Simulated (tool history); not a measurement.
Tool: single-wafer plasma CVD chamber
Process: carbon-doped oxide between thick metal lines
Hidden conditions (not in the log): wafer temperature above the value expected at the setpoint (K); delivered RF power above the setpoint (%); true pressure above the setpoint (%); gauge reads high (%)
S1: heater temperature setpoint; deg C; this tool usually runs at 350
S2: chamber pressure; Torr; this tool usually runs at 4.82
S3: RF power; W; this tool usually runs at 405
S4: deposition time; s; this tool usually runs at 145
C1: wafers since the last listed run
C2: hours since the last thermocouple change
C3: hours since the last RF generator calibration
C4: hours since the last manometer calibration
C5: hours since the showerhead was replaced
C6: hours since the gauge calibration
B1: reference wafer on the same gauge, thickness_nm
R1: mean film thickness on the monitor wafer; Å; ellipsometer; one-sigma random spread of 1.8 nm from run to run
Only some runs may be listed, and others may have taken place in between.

run 1 hour=0 | S1=350 S2=4.82 S3=405 S4=145 | C1=0 C2=710.6 C3=1394.1 C4=794.4 C5=6784.5 C6=298.9 | B1=716.199 | R1=5717.05
run 2 hour=14.5 | S1=350 S2=4.82 S3=405 S4=145 | C1=138 C2=725.1 C3=1408.6 C4=808.9 C5=6799 C6=313.4 | B1=716.368 | R1=5693.6
run 3 hour=30.3 | S1=350 S2=4.82 S3=405 S4=145 | C1=150 C2=740.9 C3=1424.4 C4=824.7 C5=6814.8 C6=329.2 | B1=715.52 | R1=5708.26
run 4 hour=45.1 | S1=347 S2=4.82 S3=405 S4=145 | C1=141 C2=755.7 C3=1439.2 C4=839.5 C5=6829.6 C6=344 | B1=715.792 | R1=5746.6
run 5 hour=79 | S1=347 S2=4.82 S3=405 S4=145 | C1=323 C2=789.6 C3=1473.1 C4=873.4 C5=6863.5 C6=377.9 | B1=716.224 | R1=5752.94
run 6 hour=99.9 | S1=347 S2=4.82 S3=405 S4=145 | C1=199 C2=810.5 C3=1494 C4=894.3 C5=6884.4 C6=398.8 | B1=716.099 | R1=5761.92
run 7 hour=128.1 | S1=350 S2=4.82 S3=405 S4=145 | C1=269 C2=838.7 C3=1522.2 C4=922.5 C5=6912.6 C6=427 | B1=715.443 | R1=5723.63
-- hour=161.7 capacitance manometer re-zeroed and calibrated
-- hour=210.1 gauge calibrated
run 8 hour=223.1 | S1=350 S2=4.82 S3=405 S4=145 | C1=830 C2=933.7 C3=1617.2 C4=61.4 C5=7007.6 C6=13 | B1=716.147 | R1=5726.85
-- hour=234.4 showerhead replaced
run 9 hour=305.1 | S1=350 S2=4.82 S3=405 S4=145 | C1=706 C2=1015.7 C3=1699.2 C4=143.4 C5=70.7 C6=95 | B1=715.562 | R1=5702.21
-- hour=320.2 thermocouple changed; heater temperature recalibrated
run 10 hour=320.7 | S1=350 S2=4.82 S3=440 S4=145 | C1=72 C2=0.5 C3=1714.8 C4=159 C5=86.3 C6=110.6 | B1=715.738 | R1=6020.84
-- hour=336.1 RF generator calibrated
run 11 hour=337.4 | S1=345 S2=4.82 S3=405 S4=127 | C1=83 C2=17.2 C3=1.3 C4=175.7 C5=103 C6=127.3 | B1=715.931 | R1=5430.88
run 12 hour=366.1 | S1=350 S2=4.82 S3=405 S4=145 | C1=273 C2=45.9 C3=30 C4=204.4 C5=131.7 C6=156 | B1=715.713 | R1=6118.24
run 13 hour=392.9 | S1=337 S2=4.43 S3=330 S4=132 | C1=255 C2=72.7 C3=56.8 C4=231.2 C5=158.5 C6=182.8 | B1=716.251 | R1=4957.11
run 14 hour=407.6 | S1=345 S2=5.97 S3=405 S4=145 | C1=140 C2=87.4 C3=71.5 C4=245.9 C5=173.2 C6=197.5 | B1=715.473 | R1=6329.01
run 15 hour=426.6 | S1=345 S2=3.81 S3=405 S4=133 | C1=181 C2=106.4 C3=90.5 C4=264.9 C5=192.2 C6=216.5 | B1=715.408 | R1=5437.86
run 16 hour=444 | S1=338 S2=4.82 S3=405 S4=145 | C1=166 C2=123.8 C3=107.9 C4=282.3 C5=209.6 C6=233.9 | B1=715.607 | R1=6211.96

Alternative continuations, all from the tool just after run 16; predict every row:
run A hour=444.4 | S1=350 S2=4.82 S3=405 S4=145 | C1=3 C2=124.2 C3=108.3 C4=282.7 C5=210 C6=234.3 | B1=? | R1=?
run B hour=444.4 | S1=350 S2=4.82 S3=345 S4=158 | C1=3 C2=124.2 C3=108.3 C4=282.7 C5=210 C6=234.3 | B1=? | R1=?
run C hour=444.4 | S1=340 S2=4.82 S3=405 S4=145 | C1=3 C2=124.2 C3=108.3 C4=282.7 C5=210 C6=234.3 | B1=? | R1=?
run D hour=444.4 | S1=350 S2=5.47 S3=405 S4=157 | C1=3 C2=124.2 C3=108.3 C4=282.7 C5=210 C6=234.3 | B1=? | R1=?

run=A B1=715.702 R1=6048.7
run=B B1=715.702 R1=5927.92
run=C B1=715.702 R1=6203.78
run=D B1=715.702 R1=6672.46
With the hidden condition removed and each run's random variation left untouched, the same runs would have given:
run=A R1=6113.85
run=B R1=5994.58
run=C R1=6270.59
run=D R1=6744.33

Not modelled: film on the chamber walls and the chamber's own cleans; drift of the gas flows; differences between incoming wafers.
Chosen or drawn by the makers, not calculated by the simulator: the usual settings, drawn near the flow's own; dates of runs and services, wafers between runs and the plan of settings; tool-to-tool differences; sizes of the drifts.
